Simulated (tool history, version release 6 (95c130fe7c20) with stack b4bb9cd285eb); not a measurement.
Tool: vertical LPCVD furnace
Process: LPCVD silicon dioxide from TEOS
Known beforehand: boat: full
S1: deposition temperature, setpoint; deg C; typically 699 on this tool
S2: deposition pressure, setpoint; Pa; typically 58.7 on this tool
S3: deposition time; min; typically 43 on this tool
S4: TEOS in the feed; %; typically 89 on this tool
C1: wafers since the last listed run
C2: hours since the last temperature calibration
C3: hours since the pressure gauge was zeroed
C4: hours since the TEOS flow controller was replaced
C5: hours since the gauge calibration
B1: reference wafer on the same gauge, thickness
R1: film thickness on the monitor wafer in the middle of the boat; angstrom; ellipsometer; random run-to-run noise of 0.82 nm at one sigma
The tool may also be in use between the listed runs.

run 1 hour=0 | S1=691 S2=62.7 S3=43 S4=89 | C1=0 C2=1201.3 C3=2424.4 C4=3104.9 C5=21.5 | B1=466.99 | R1=3358.4
run 2 hour=37.4 | S1=699 S2=58.7 S3=43 S4=89 | C1=714 C2=1238.7 C3=2461.8 C4=3142.3 C5=58.9 | B1=466.48 | R1=3936.7
run 3 hour=101.9 | S1=699 S2=58.7 S3=43 S4=89 | C1=1233 C2=1303.2 C3=2526.3 C4=3206.8 C5=123.4 | B1=465.91 | R1=3919.3
run 4 hour=168.6 | S1=699 S2=58.7 S3=36 S4=89 | C1=1275 C2=1369.9 C3=2593 C4=3273.5 C5=190.1 | B1=464.82 | R1=3267.9
run 5 hour=230.6 | S1=699 S2=58.7 S3=36 S4=89 | C1=1185 C2=1431.9 C3=2655 C4=3335.5 C5=252.1 | B1=464.82 | R1=3267.2
run 6 hour=257.5 | S1=699 S2=58.7 S3=43 S4=89 | C1=514 C2=1458.8 C3=2681.9 C4=3362.4 C5=279 | B1=463.88 | R1=3908
run 7 hour=286.1 | S1=699 S2=58.7 S3=43 S4=89 | C1=546 C2=1487.4 C3=2710.5 C4=3391 C5=307.6 | B1=463.99 | R1=3899.3
run 8 hour=330.4 | S1=699 S2=58.7 S3=43 S4=89 | C1=846 C2=1531.7 C3=2754.8 C4=3435.3 C5=351.9 | B1=463.35 | R1=3907.9
run 9 hour=360.1 | S1=699 S2=58.7 S3=43 S4=89 | C1=567 C2=1561.4 C3=2784.5 C4=3465 C5=381.6 | B1=462.36 | R1=3898.5
run 10 hour=427.2 | S1=699 S2=58.7 S3=43 S4=89 | C1=1282 C2=1628.5 C3=2851.6 C4=3532.1 C5=448.7 | B1=462.16 | R1=3873.7
run 11 hour=464.8 | S1=699 S2=58.7 S3=43 S4=89 | C1=718 C2=1666.1 C3=2889.2 C4=3569.7 C5=486.3 | B1=461.72 | R1=3892.9
-- hour=478.7 gauge calibrated
-- hour=532.4 TEOS flow controller replaced
run 12 hour=532.9 | S1=699 S2=58.7 S3=28 S4=89 | C1=843 C2=1734.2 C3=2957.3 C4=0.5 C5=54.2 | B1=466.47 | R1=2549
run 13 hour=543 | S1=694 S2=58.7 S3=43 S4=89 | C1=193 C2=1744.3 C3=2967.4 C4=10.6 C5=64.3 | B1=466.1 | R1=3480.5
-- hour=574.5 thermocouples replaced and temperature profile calibrated
run 14 hour=575 | S1=699 S2=53.3 S3=43 S4=81 | C1=152 C2=0.5 C3=2999.4 C4=42.6 C5=96.3 | B1=464.94 | R1=3568.4
run 15 hour=611.7 | S1=699 S2=58.7 S3=34.5 S4=89 | C1=701 C2=37.2 C3=3036.1 C4=79.3 C5=133 | B1=465.03 | R1=3140.6
-- hour=649.7 pressure gauge zeroed
run 16 hour=650.2 | S1=699 S2=58.7 S3=43 S4=89 | C1=277 C2=75.7 C3=0.5 C4=117.8 C5=171.5 | B1=464.77 | R1=3901.1
run 17 hour=703.6 | S1=708 S2=58.7 S3=33 S4=89 | C1=1020 C2=129.1 C3=53.9 C4=171.2 C5=224.9 | B1=463.61 | R1=3696.3
run 18 hour=738.8 | S1=699 S2=58.7 S3=43 S4=89 | C1=672 C2=164.3 C3=89.1 C4=206.4 C5=260.1 | B1=463.44 | R1=3905.9
run 19 hour=798 | S1=699 S2=58.7 S3=43 S4=89 | C1=1131 C2=223.5 C3=148.3 C4=265.6 C5=319.3 | B1=463.69 | R1=3889.8
run 20 hour=858.5 | S1=696 S2=50.7 S3=57 S4=97 | C1=1156 C2=284 C3=208.8 C4=326.1 C5=379.8 | B1=462.43 | R1=4669.9
run 21 hour=890.2 | S1=710 S2=72 S3=43 S4=97 | C1=606 C2=315.7 C3=240.5 C4=357.8 C5=411.5 | B1=461.76 | R1=5786.8
run 22 hour=922.9 | S1=699 S2=69.3 S3=56.5 S4=89 | C1=625 C2=348.4 C3=273.2 C4=390.5 C5=444.2 | B1=461.55 | R1=5566.5
run 23 hour=990.6 | S1=707 S2=51.3 S3=43 S4=97 | C1=1294 C2=416.1 C3=340.9 C4=458.2 C5=511.9 | B1=461.04 | R1=4545.7

Alternative continuations, all from the tool just after run 23; predict every row:
run A hour=994.5 | S1=699 S2=58.7 S3=30 S4=89 | C1=74 C2=420 C3=344.8 C4=462.1 C5=515.8 | B1=? | R1=?
run B hour=994.5 | S1=692 S2=58.7 S3=43 S4=89 | C1=74 C2=420 C3=344.8 C4=462.1 C5=515.8 | B1=? | R1=?
run C hour=994.5 | S1=699 S2=58.7 S3=50.5 S4=89 | C1=74 C2=420 C3=344.8 C4=462.1 C5=515.8 | B1=? | R1=?

run=A B1=461.09 R1=2705.6
run=B B1=461.09 R1=3290.3
run=C B1=461.09 R1=4554.4
With no hidden state in the tool, these same runs would have given:
run=A R1=2741.9
run=B R1=3334.5
run=C R1=4615.5
